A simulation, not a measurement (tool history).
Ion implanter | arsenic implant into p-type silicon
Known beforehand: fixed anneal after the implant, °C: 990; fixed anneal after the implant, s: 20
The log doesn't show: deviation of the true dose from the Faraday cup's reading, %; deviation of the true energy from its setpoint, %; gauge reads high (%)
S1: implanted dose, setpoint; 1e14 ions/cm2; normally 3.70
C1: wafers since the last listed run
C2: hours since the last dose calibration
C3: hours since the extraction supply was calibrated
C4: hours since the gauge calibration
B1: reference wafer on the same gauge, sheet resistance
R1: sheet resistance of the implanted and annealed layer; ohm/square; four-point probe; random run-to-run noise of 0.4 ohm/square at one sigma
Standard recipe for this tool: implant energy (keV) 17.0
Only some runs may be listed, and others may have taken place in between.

{"run": 1, "day": 0.0, "S1": 3.7, "implant energy (keV)": 17.0, "C1": 0, "C2": 2100.8, "C3": 3959.8, "C4": 157.9, "B1": 307.14, "R1": 279.13}
{"run": 2, "day": 0.392, "S1": 3.7, "implant energy (keV)": 17.0, "C1": 245, "C2": 2110.2, "C3": 3969.2, "C4": 167.3, "B1": 306.82, "R1": 278.72}
{"run": 3, "day": 0.667, "S1": 3.7, "implant energy (keV)": 17.0, "C1": 172, "C2": 2116.8, "C3": 3975.8, "C4": 173.9, "B1": 307.04, "R1": 278.66}
{"run": 4, "day": 0.979, "S1": 3.7, "implant energy (keV)": 17.0, "C1": 195, "C2": 2124.3, "C3": 3983.3, "C4": 181.4, "B1": 306.93, "R1": 279.19}
{"run": 5, "day": 1.408, "S1": 3.7, "implant energy (keV)": 17.0, "C1": 268, "C2": 2134.6, "C3": 3993.6, "C4": 191.7, "B1": 307.07, "R1": 278.86}
{"run": 6, "day": 1.733, "S1": 3.7, "implant energy (keV)": 21.0, "C1": 203, "C2": 2142.4, "C3": 4001.4, "C4": 199.5, "B1": 307.0, "R1": 272.0}
{"run": 7, "day": 2.1, "S1": 3.7, "implant energy (keV)": 21.0, "C1": 229, "C2": 2151.2, "C3": 4010.2, "C4": 208.3, "B1": 307.18, "R1": 272.09}
{"run": 8, "day": 2.792, "S1": 3.7, "implant energy (keV)": 21.0, "C1": 432, "C2": 2167.8, "C3": 4026.8, "C4": 224.9, "B1": 307.08, "R1": 272.43}
{"run": 9, "day": 3.496, "S1": 2.96, "implant energy (keV)": 13.0, "C1": 440, "C2": 2184.7, "C3": 4043.7, "C4": 241.8, "B1": 306.98, "R1": 342.52}
{"run": 10, "day": 3.942, "S1": 3.7, "implant energy (keV)": 14.5, "C1": 279, "C2": 2195.4, "C3": 4054.4, "C4": 252.5, "B1": 307.07, "R1": 284.81}
{"run": 11, "day": 4.458, "S1": 3.7, "implant energy (keV)": 14.5, "C1": 323, "C2": 2207.8, "C3": 4066.8, "C4": 264.9, "B1": 306.97, "R1": 284.97}
{"run": 12, "day": 4.775, "S1": 3.7, "implant energy (keV)": 17.0, "C1": 198, "C2": 2215.4, "C3": 4074.4, "C4": 272.5, "B1": 306.97, "R1": 280.2}
{"run": 13, "day": 5.188, "S1": 3.7, "implant energy (keV)": 17.0, "C1": 258, "C2": 2225.3, "C3": 4084.3, "C4": 282.4, "B1": 306.93, "R1": 279.85}
{"run": 14, "day": 6.383, "S1": 3.7, "implant energy (keV)": 20.5, "C1": 748, "C2": 2254.0, "C3": 4113.0, "C4": 311.1, "B1": 306.93, "R1": 273.32}
{"run": 15, "day": 6.946, "S1": 3.7, "implant energy (keV)": 20.5, "C1": 352, "C2": 2267.5, "C3": 4126.5, "C4": 324.6, "B1": 307.1, "R1": 273.44}
{"run": 16, "day": 7.262, "S1": 3.7, "implant energy (keV)": 20.5, "C1": 198, "C2": 2275.1, "C3": 4134.1, "C4": 332.2, "B1": 306.96, "R1": 273.88}
{"run": 17, "day": 7.579, "S1": 3.7, "implant energy (keV)": 17.0, "C1": 198, "C2": 2282.7, "C3": 4141.7, "C4": 339.8, "B1": 307.14, "R1": 280.86}
{"run": 18, "day": 8.142, "S1": 4.4, "implant energy (keV)": 12.0, "C1": 352, "C2": 2296.2, "C3": 4155.2, "C4": 353.3, "B1": 307.01, "R1": 256.2}
{"run": 19, "day": 8.492, "S1": 3.7, "implant energy (keV)": 17.0, "C1": 219, "C2": 2304.6, "C3": 4163.6, "C4": 361.7, "B1": 307.1, "R1": 280.05}
{"run": 20, "day": 10.579, "S1": 3.7, "implant energy (keV)": 17.0, "C1": 1306, "C2": 2354.7, "C3": 4213.7, "C4": 411.8, "B1": 307.19, "R1": 281.2}
{"day": 11.296, "done": "gauge calibrated"}
{"day": 11.412, "done": "Faraday cup replaced and dose calibrated"}
{"run": 21, "day": 11.433, "S1": 3.7, "implant energy (keV)": 17.0, "C1": 325, "C2": 0.5, "C3": 4234.2, "C4": 3.3, "B1": 306.99, "R1": 270.4}
{"run": 22, "day": 11.471, "S1": 4.37, "implant energy (keV)": 17.0, "C1": 23, "C2": 1.4, "C3": 4235.1, "C4": 4.2, "B1": 307.01, "R1": 238.71}
{"run": 23, "day": 11.875, "S1": 4.8, "implant energy (keV)": 15.5, "C1": 252, "C2": 11.1, "C3": 4244.8, "C4": 13.9, "B1": 306.94, "R1": 225.54}
{"run": 24, "day": 12.438, "S1": 4.37, "implant energy (keV)": 17.0, "C1": 352, "C2": 24.6, "C3": 4258.3, "C4": 27.4, "B1": 306.98, "R1": 238.59}
{"day": 13.1, "done": "extraction supply calibrated"}
{"run": 25, "day": 13.121, "S1": 4.64, "implant energy (keV)": 13.5, "C1": 219, "C2": 41.0, "C3": 0.5, "C4": 43.8, "B1": 306.96, "R1": 235.35}
{"run": 26, "day": 13.512, "S1": 3.31, "implant energy (keV)": 15.0, "C1": 245, "C2": 50.4, "C3": 9.9, "C4": 53.2, "B1": 306.9, "R1": 297.39}
{"run": 27, "day": 14.092, "S1": 3.38, "implant energy (keV)": 12.5, "C1": 362, "C2": 64.3, "C3": 23.8, "C4": 67.1, "B1": 307.07, "R1": 299.54}
{"run": 28, "day": 14.733, "S1": 3.7, "implant energy (keV)": 12.5, "C1": 401, "C2": 79.7, "C3": 39.2, "C4": 82.5, "B1": 306.93, "R1": 280.45}
{"run": 29, "day": 15.258, "S1": 4.31, "implant energy (keV)": 19.0, "C1": 328, "C2": 92.3, "C3": 51.8, "C4": 95.1, "B1": 307.04, "R1": 238.45}
{"run": 30, "day": 15.679, "S1": 2.82, "implant energy (keV)": 21.5, "C1": 263, "C2": 102.4, "C3": 61.9, "C4": 105.2, "B1": 306.94, "R1": 320.94}
{"run": 31, "day": 15.946, "S1": 3.7, "implant energy (keV)": 15.0, "C1": 166, "C2": 108.8, "C3": 68.3, "C4": 111.6, "B1": 306.89, "R1": 274.82}
{"run": 32, "day": 16.621, "S1": 3.19, "implant energy (keV)": 12.0, "C1": 422, "C2": 125.0, "C3": 84.5, "C4": 127.8, "B1": 306.91, "R1": 314.43}
{"run": 33, "day": 16.938, "S1": 3.7, "implant energy (keV)": 17.0, "C1": 198, "C2": 132.6, "C3": 92.1, "C4": 135.4, "B1": 307.0, "R1": 270.56}

Hidden state or all else? Some run-to-run changes of R1, split into what the settings, what came in and random variation would give without the hidden state, and what is left for the hidden state (with any gauge scatter that isn't in both results):
Run 8 -> 9: S1 3.70 -> 2.96, implant energy (keV) 21.0 -> 13.0. R1 +70.09 ohm/square: hidden state +2.94, all else +67.15.
Run 9 -> 10: S1 2.96 -> 3.70, implant energy (keV) 13.0 -> 14.5. R1 -57.71 ohm/square: hidden state -2.32, all else -55.39.
Run 20 -> 21: gauge calibrated, Faraday cup replaced and dose calibrated. R1 -10.80 ohm/square: hidden state -10.51, all else -0.29.
Run 25 -> 26: S1 4.64 -> 3.31, implant energy (keV) 13.5 -> 15.0. R1 +62.04 ohm/square: hidden state +0.39, all else +61.65.
Run 29 -> 30: S1 4.31 -> 2.82, implant energy (keV) 19.0 -> 21.5. R1 +82.49 ohm/square: hidden state +0.52, all else +81.97.
